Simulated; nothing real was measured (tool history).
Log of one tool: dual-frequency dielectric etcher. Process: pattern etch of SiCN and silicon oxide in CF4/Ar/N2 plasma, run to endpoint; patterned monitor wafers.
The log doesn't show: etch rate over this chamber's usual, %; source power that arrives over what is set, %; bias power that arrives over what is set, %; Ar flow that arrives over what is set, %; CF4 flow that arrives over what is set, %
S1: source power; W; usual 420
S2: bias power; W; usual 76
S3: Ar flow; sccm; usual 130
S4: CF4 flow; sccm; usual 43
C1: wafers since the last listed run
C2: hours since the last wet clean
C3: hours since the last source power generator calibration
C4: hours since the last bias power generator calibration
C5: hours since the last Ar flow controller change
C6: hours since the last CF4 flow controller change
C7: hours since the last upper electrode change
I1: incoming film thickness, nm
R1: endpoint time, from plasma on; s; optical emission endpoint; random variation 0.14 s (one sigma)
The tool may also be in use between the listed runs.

Run 1, hour 0: usual settings but S3 143 sccm; C1 0; C2 174.1; C3 1299.7; C4 3991.5; C5 2672.6; C6 5559.3; C7 2478.1; I1 14.57. Result: R1 18.1 s.
Run 2, hour 33.1: usual settings; C1 573; C2 207.2; C3 1332.8; C4 4024.6; C5 2705.7; C6 5592.4; C7 2511.2; I1 14.43. Result: R1 17.9 s.
Run 3, hour 62: usual settings; C1 500; C2 236.1; C3 1361.7; C4 4053.5; C5 2734.6; C6 5621.3; C7 2540.1; I1 14.7. Result: R1 18.2 s.
Run 4, hour 74: usual settings; C1 207; C2 248.1; C3 1373.7; C4 4065.5; C5 2746.6; C6 5633.3; C7 2552.1; I1 14.51. Result: R1 18 s.
Run 5, hour 94.5: usual settings; C1 355; C2 268.6; C3 1394.2; C4 4086; C5 2767.1; C6 5653.8; C7 2572.6; I1 14.55. Result: R1 18.3 s.
Run 6, hour 122.2: usual settings; C1 480; C2 296.3; C3 1421.9; C4 4113.7; C5 2794.8; C6 5681.5; C7 2600.3; I1 14.58. Result: R1 18.3 s.
Run 7, hour 137.9: usual settings; C1 272; C2 312; C3 1437.6; C4 4129.4; C5 2810.5; C6 5697.2; C7 2616; I1 14.59. Result: R1 18.2 s.
Run 8, hour 152.1: usual settings; C1 246; C2 326.2; C3 1451.8; C4 4143.6; C5 2824.7; C6 5711.4; C7 2630.2; I1 14.48. Result: R1 18.2 s.
At hour 193.9: source power generator calibrated.
At hour 201.1: upper electrode replaced.
Run 9, hour 201.6: usual settings; C1 664; C2 375.7; C3 7.7; C4 4193.1; C5 2874.2; C6 5760.9; C7 0.5; I1 14.49. Result: R1 18.2 s.
Run 10, hour 215.9: usual settings but S3 118 sccm; C1 247; C2 390; C3 22; C4 4207.4; C5 2888.5; C6 5775.2; C7 14.8; I1 14.55. Result: R1 18 s.
At hour 243.5: CF4 flow controller replaced.
Run 11, hour 244: usual settings but S1 340 W, S2 64 W, S4 39 sccm; C1 382; C2 418.1; C3 50.1; C4 4235.5; C5 2916.6; C6 0.5; C7 42.9; I1 14.59. Result: R1 22.5 s.
At hour 276.5: wet clean of the chamber.
At hour 277.3: Ar flow controller replaced.
Run 12, hour 277.8: usual settings but S1 360 W, S2 58 W, S3 145 sccm, S4 47 sccm; C1 157; C2 1.3; C3 83.9; C4 4269.3; C5 0.5; C6 34.3; C7 76.7; I1 14.44. Result: R1 21 s.
Run 13, hour 285.1: usual settings but S1 450 W, S2 67 W, S4 48 sccm; C1 126; C2 8.6; C3 91.2; C4 4276.6; C5 7.8; C6 41.6; C7 84; I1 14.55. Result: R1 17.4 s.
Run 14, hour 314.3: usual settings but S1 360 W, S4 32 sccm; C1 506; C2 37.8; C3 120.4; C4 4305.8; C5 37; C6 70.8; C7 113.2; I1 14.51. Result: R1 20.6 s.
Run 15, hour 329.6: usual settings but S3 153 sccm, S4 39 sccm; C1 265; C2 53.1; C3 135.7; C4 4321.1; C5 52.3; C6 86.1; C7 128.5; I1 14.5. Result: R1 18.4 s.
At hour 353.1: bias power generator calibrated.
Run 16, hour 364.5: usual settings but S2 90 W; C1 535; C2 88; C3 170.6; C4 11.4; C5 87.2; C6 121; C7 163.4; I1 14.52. Result: R1 17.2 s.
Run 17, hour 390.7: usual settings but S2 71 W, S3 152 sccm; C1 454; C2 114.2; C3 196.8; C4 37.6; C5 113.4; C6 147.2; C7 189.6; I1 14.53. Result: R1 18.9 s.
Run 18, hour 418.1: usual settings but S1 460 W, S2 58 W; C1 474; C2 141.6; C3 224.2; C4 65; C5 140.8; C6 174.6; C7 217; I1 14.38. Result: R1 18.1 s.
Run 19, hour 432.3: usual settings but S3 104 sccm, S4 39 sccm; C1 246; C2 155.8; C3 238.4; C4 79.2; C5 155; C6 188.8; C7 231.2; I1 14.4. Result: R1 17.7 s.
Run 20, hour 504.1: usual settings but S2 60 W, S3 118 sccm, S4 54 sccm; C1 1244; C2 227.6; C3 310.2; C4 151; C5 226.8; C6 260.6; C7 303; I1 14.38. Result: R1 18.2 s.
Run 21, hour 535.1: usual settings but S3 118 sccm; C1 537; C2 258.6; C3 341.2; C4 182; C5 257.8; C6 291.6; C7 334; I1 14.52. Result: R1 17.9 s.
Run 22, hour 567.3: usual settings but S3 156 sccm; C1 558; C2 290.8; C3 373.4; C4 214.2; C5 290; C6 323.8; C7 366.2; I1 14.48. Result: R1 18.6 s.
Run 23, hour 599.7: usual settings; C1 561; C2 323.2; C3 405.8; C4 246.6; C5 322.4; C6 356.2; C7 398.6; I1 14.61. Result: R1 18.2 s.
Run 24, hour 627.1: usual settings; C1 474; C2 350.6; C3 433.2; C4 274; C5 349.8; C6 383.6; C7 426; I1 14.4. Result: R1 18.1 s.

4 ways to go on from here, each from the tool as it stands after run 24. What would each give?
Run A, hour 627.5: usual settings; C1 6; C2 351; C3 433.6; C4 274.4; C5 350.2; C6 384; C7 426.4; I1 14.42. Result: R1 ?.
Run B, hour 627.5: usual settings but S1 510 W, S2 94 W, S3 155 sccm, S4 34 sccm; C1 6; C2 351; C3 433.6; C4 274.4; C5 350.2; C6 384; C7 426.4; I1 14.42. Result: R1 ?.
Run C, hour 627.5: usual settings but S3 103 sccm; C1 6; C2 351; C3 433.6; C4 274.4; C5 350.2; C6 384; C7 426.4; I1 14.42. Result: R1 ?.
Run D, hour 627.5: usual settings but S1 520 W, S2 87 W, S3 111 sccm, S4 33 sccm; C1 6; C2 351; C3 433.6; C4 274.4; C5 350.2; C6 384; C7 426.4; I1 14.42. Result: R1 ?.

run    R1
  A  18.1
  B  15.7
  C  17.6
  D  15.4
Without the tool's hidden state the same runs would have given:
run    R1
  A  17.7
  B  15.4
  C  17.1
  D    15
